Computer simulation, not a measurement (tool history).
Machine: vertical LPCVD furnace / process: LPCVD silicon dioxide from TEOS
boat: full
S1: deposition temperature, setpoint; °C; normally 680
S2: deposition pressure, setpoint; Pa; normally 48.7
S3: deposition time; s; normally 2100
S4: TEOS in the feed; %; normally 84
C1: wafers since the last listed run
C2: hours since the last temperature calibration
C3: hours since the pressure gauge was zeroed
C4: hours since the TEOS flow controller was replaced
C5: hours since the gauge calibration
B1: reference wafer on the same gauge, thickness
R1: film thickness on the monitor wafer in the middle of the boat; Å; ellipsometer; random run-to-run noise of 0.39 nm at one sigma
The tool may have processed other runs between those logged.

run 1 hour=0 | S1=680 S2=56 S3=2100 S4=84 | C1=0 C2=1730.9 C3=1907.5 C4=2633.3 C5=2051.1 | B1=207.99 | R1=1982.7
run 2 hour=44.6 | S1=680 S2=48.7 S3=2100 S4=84 | C1=487 C2=1775.5 C3=1952.1 C4=2677.9 C5=2095.7 | B1=208.04 | R1=1842.7
run 3 hour=78.8 | S1=680 S2=48.7 S3=2100 S4=84 | C1=373 C2=1809.7 C3=1986.3 C4=2712.1 C5=2129.9 | B1=207.9 | R1=1841.5
run 4 hour=108.2 | S1=680 S2=48.7 S3=2670 S4=84 | C1=321 C2=1839.1 C3=2015.7 C4=2741.5 C5=2159.3 | B1=207.91 | R1=2351.4
-- hour=144.4 thermocouples replaced and temperature profile calibrated
run 5 hour=170.2 | S1=680 S2=48.7 S3=2100 S4=84 | C1=414 C2=25.8 C3=2077.7 C4=2803.5 C5=2221.3 | B1=208.03 | R1=1880.4
-- hour=250.3 gauge calibrated
run 6 hour=255.5 | S1=680 S2=48.7 S3=2100 S4=84 | C1=931 C2=111.1 C3=2163 C4=2888.8 C5=5.2 | B1=207.96 | R1=1871.7
-- hour=321.3 TEOS flow controller replaced
run 7 hour=321.7 | S1=680 S2=48.7 S3=2100 S4=84 | C1=460 C2=177.3 C3=2229.2 C4=0.4 C5=71.4 | B1=207.94 | R1=1884.8
run 8 hour=381.4 | S1=680 S2=48.7 S3=2100 S4=84 | C1=651 C2=237 C3=2288.9 C4=60.1 C5=131.1 | B1=207.91 | R1=1881.3
-- hour=412.9 pressure gauge zeroed
run 9 hour=424.1 | S1=680 S2=48.7 S3=2100 S4=84 | C1=204 C2=279.7 C3=11.2 C4=102.8 C5=173.8 | B1=207.93 | R1=1882.5
-- hour=485.3 thermocouples replaced and temperature profile calibrated, repeated, since the last time left the tool worse
run 10 hour=485.8 | S1=680 S2=43.3 S3=2100 S4=94 | C1=411 C2=0.5 C3=72.9 C4=164.5 C5=235.5 | B1=207.9 | R1=1799
run 11 hour=519.9 | S1=688 S2=42.7 S3=2100 S4=84 | C1=372 C2=34.6 C3=107 C4=198.6 C5=269.6 | B1=208.04 | R1=2042.2
run 12 hour=605.7 | S1=672 S2=57.3 S3=1800 S4=76 | C1=936 C2=120.4 C3=192.8 C4=284.4 C5=355.4 | B1=207.96 | R1=1319.1
run 13 hour=660.3 | S1=669 S2=48.7 S3=2100 S4=75 | C1=596 C2=175 C3=247.4 C4=339 C5=410 | B1=208.05 | R1=1299.9
run 14 hour=727.2 | S1=680 S2=48.7 S3=2100 S4=84 | C1=730 C2=241.9 C3=314.3 C4=405.9 C5=476.9 | B1=207.92 | R1=1809.2
run 15 hour=770.4 | S1=692 S2=48.7 S3=2100 S4=94 | C1=471 C2=285.1 C3=357.5 C4=449.1 C5=520.1 | B1=207.97 | R1=2557.7
run 16 hour=838.6 | S1=680 S2=48.7 S3=2100 S4=84 | C1=744 C2=353.3 C3=425.7 C4=517.3 C5=588.3 | B1=208.08 | R1=1811.8
run 17 hour=896.9 | S1=684 S2=48.7 S3=1680 S4=90 | C1=636 C2=411.6 C3=484 C4=575.6 C5=646.6 | B1=207.96 | R1=1651.4
run 18 hour=943.8 | S1=680 S2=48.7 S3=2340 S4=93 | C1=512 C2=458.5 C3=530.9 C4=622.5 C5=693.5 | B1=207.92 | R1=2129.3
run 19 hour=1008.6 | S1=680 S2=48.7 S3=2100 S4=84 | C1=707 C2=523.3 C3=595.7 C4=687.3 C5=758.3 | B1=207.95 | R1=1808.6
run 20 hour=1043.9 | S1=680 S2=48.7 S3=2100 S4=84 | C1=385 C2=558.6 C3=631 C4=722.6 C5=793.6 | B1=208.04 | R1=1821.2
run 21 hour=1077.4 | S1=680 S2=41.3 S3=2580 S4=84 | C1=365 C2=592.1 C3=664.5 C4=756.1 C5=827.1 | B1=208.08 | R1=2060.3
run 22 hour=1138 | S1=672 S2=38.7 S3=2550 S4=84 | C1=661 C2=652.7 C3=725.1 C4=816.7 C5=887.7 | B1=208.05 | R1=1619.6
run 23 hour=1270.7 | S1=671 S2=42.7 S3=1290 S4=84 | C1=1449 C2=785.4 C3=857.8 C4=949.4 C5=1020.4 | B1=208.01 | R1=840.7
run 24 hour=1299.6 | S1=684 S2=58.7 S3=1290 S4=92 | C1=315 C2=814.3 C3=886.7 C4=978.3 C5=1049.3 | B1=207.93 | R1=1418.3
run 25 hour=1368 | S1=672 S2=43.3 S3=2100 S4=97 | C1=746 C2=882.7 C3=955.1 C4=1046.7 C5=1117.7 | B1=207.97 | R1=1520.5
run 26 hour=1406.9 | S1=680 S2=38.7 S3=1830 S4=73 | C1=424 C2=921.6 C3=994 C4=1085.6 C5=1156.6 | B1=208.06 | R1=1322.8
run 27 hour=1462.8 | S1=680 S2=42.7 S3=2460 S4=84 | C1=610 C2=977.5 C3=1049.9 C4=1141.5 C5=1212.5 | B1=208.09 | R1=1998.3
run 28 hour=1515.5 | S1=680 S2=44 S3=2370 S4=84 | C1=575 C2=1030.2 C3=1102.6 C4=1194.2 C5=1265.2 | B1=208.05 | R1=1963
run 29 hour=1560.6 | S1=680 S2=54.7 S3=2100 S4=84 | C1=492 C2=1075.3 C3=1147.7 C4=1239.3 C5=1310.3 | B1=208.06 | R1=1949.4
run 30 hour=1602.4 | S1=677 S2=59.3 S3=2100 S4=84 | C1=456 C2=1117.1 C3=1189.5 C4=1281.1 C5=1352.1 | B1=208.03 | R1=1880.4
run 31 hour=1641.4 | S1=680 S2=48.7 S3=2100 S4=84 | C1=425 C2=1156.1 C3=1228.5 C4=1320.1 C5=1391.1 | B1=207.97 | R1=1832.6
run 32 hour=1676.1 | S1=672 S2=53.3 S3=1710 S4=76 | C1=378 C2=1190.8 C3=1263.2 C4=1354.8 C5=1425.8 | B1=208.02 | R1=1227.1

What would each run have given without the hidden state, its run-to-run variation left as it was?
Hidden state present: true tube temperature minus thermocouple reading, K; true pressure minus gauge reading, mTorr; deviation of the TEOS flow from its setpoint, %; gauge reads high (%).
run=1 R1=1930.2
run=2 R1=1792.6
run=3 R1=1790.6
run=4 R1=2285.4
run=5 R1=1799.8
run=6 R1=1789.1
run=7 R1=1799.8
run=8 R1=1794.9
run=9 R1=1794.8
run=10 R1=1791.9
run=11 R1=2033.3
run=12 R1=1311.4
run=13 R1=1291.2
run=14 R1=1795.5
run=15 R1=2537.3
run=16 R1=1795.1
run=17 R1=1634.9
run=18 R1=2106.4
run=19 R1=1787.3
run=20 R1=1798.9
run=21 R1=2033.9
run=22 R1=1597.1
run=23 R1=827.3
run=24 R1=1395.6
run=25 R1=1494
run=26 R1=1299.4
run=27 R1=1961.2
run=28 R1=1925.1
run=29 R1=1910.4
run=30 R1=1841.5
run=31 R1=1793.8
run=32 R1=1200.1
